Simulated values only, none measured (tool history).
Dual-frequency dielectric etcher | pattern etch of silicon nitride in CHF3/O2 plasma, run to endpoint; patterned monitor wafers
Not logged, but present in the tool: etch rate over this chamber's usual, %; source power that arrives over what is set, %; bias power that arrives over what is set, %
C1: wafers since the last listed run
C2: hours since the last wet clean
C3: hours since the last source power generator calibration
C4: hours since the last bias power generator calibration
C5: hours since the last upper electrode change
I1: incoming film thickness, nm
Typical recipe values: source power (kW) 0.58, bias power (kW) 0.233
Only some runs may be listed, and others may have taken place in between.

Run 1, hour 0: usual settings but bias power (kW) 0.191; C1 0; C2 532; C3 3427.1; C4 3162.3; C5 3603.6; I1 70.7. Result: endpoint time (s) 45.7.
At hour 3.4: wet clean of the chamber.
Run 2, hour 87.9: usual settings but bias power (kW) 0.191; C1 735; C2 84.5; C3 3515; C4 3250.2; C5 3691.5; I1 72.6. Result: endpoint time (s) 48.3.
Run 3, hour 168.3: usual settings but bias power (kW) 0.191; C1 699; C2 164.9; C3 3595.4; C4 3330.6; C5 3771.9; I1 71.8. Result: endpoint time (s) 47.8.
Run 4, hour 206: usual settings but bias power (kW) 0.265; C1 328; C2 202.6; C3 3633.1; C4 3368.3; C5 3809.6; I1 71.2. Result: endpoint time (s) 43.1.
Run 5, hour 309: usual settings; C1 896; C2 305.6; C3 3736.1; C4 3471.3; C5 3912.6; I1 72. Result: endpoint time (s) 44.8.
Run 6, hour 362.2: usual settings; C1 462; C2 358.8; C3 3789.3; C4 3524.5; C5 3965.8; I1 72.6. Result: endpoint time (s) 44.4.
At hour 427.5: upper electrode replaced, of another model than before.
Run 7, hour 440.9: usual settings; C1 475; C2 437.5; C3 3868; C4 3603.2; C5 13.4; I1 71.3. Result: endpoint time (s) 43.8.
At hour 488.1: source power generator calibrated.
At hour 492.8: wet clean of the chamber.
Run 8, hour 519.9: usual settings but source power (kW) 0.46, bias power (kW) 0.29; C1 611; C2 27.1; C3 31.8; C4 3682.2; C5 92.4; I1 71.4. Result: endpoint time (s) 45.
At hour 611.1: bias power generator calibrated.
Run 9, hour 613: usual settings but source power (kW) 0.71; C1 775; C2 120.2; C3 124.9; C4 1.9; C5 185.5; I1 71.4. Result: endpoint time (s) 42.6.
Run 10, hour 650.6: usual settings but source power (kW) 0.51, bias power (kW) 0.269; C1 327; C2 157.8; C3 162.5; C4 39.5; C5 223.1; I1 71.4. Result: endpoint time (s) 44.2.
Run 11, hour 737.7: usual settings; C1 757; C2 244.9; C3 249.6; C4 126.6; C5 310.2; I1 71.2. Result: endpoint time (s) 43.7.
At hour 1028.3: wet clean of the chamber.
Run 12, hour 1031.3: usual settings but bias power (kW) 0.178; C1 2345; C2 3; C3 543.2; C4 420.2; C5 603.8; I1 72.4. Result: endpoint time (s) 47.8.
Run 13, hour 1109.5: usual settings but source power (kW) 0.45, bias power (kW) 0.284; C1 680; C2 81.2; C3 621.4; C4 498.4; C5 682; I1 72.3. Result: endpoint time (s) 45.1.
Run 14, hour 1207.3: usual settings; C1 850; C2 179; C3 719.2; C4 596.2; C5 779.8; I1 70.9. Result: endpoint time (s) 43.4.
Run 15, hour 1304.5: usual settings but source power (kW) 0.54; C1 845; C2 276.2; C3 816.4; C4 693.4; C5 877; I1 70.9. Result: endpoint time (s) 43.8.

4 options for the next run, each taken on its own from the tool as it stands now. Forecast them:
Run A, hour 1304.9: usual settings; C1 3; C2 276.6; C3 816.8; C4 693.8; C5 877.4; I1 72. Result: endpoint time (s) ?.
Run B, hour 1304.9: usual settings but source power (kW) 0.68; C1 3; C2 276.6; C3 816.8; C4 693.8; C5 877.4; I1 72. Result: endpoint time (s) ?.
Run C, hour 1304.9: usual settings but source power (kW) 0.46, bias power (kW) 0.264; C1 3; C2 276.6; C3 816.8; C4 693.8; C5 877.4; I1 72. Result: endpoint time (s) ?.
Run D, hour 1304.9: usual settings but source power (kW) 0.45; C1 3; C2 276.6; C3 816.8; C4 693.8; C5 877.4; I1 72. Result: endpoint time (s) ?.

run  endpoint time (s)
  A               44.3
  B                 43
  C               45.1
  D               46.3
Stripped of hidden state, with their random variation kept, the same runs would have yielded:
run  endpoint time (s)
  A               45.7
  B               44.4
  C               46.5
  D               47.7
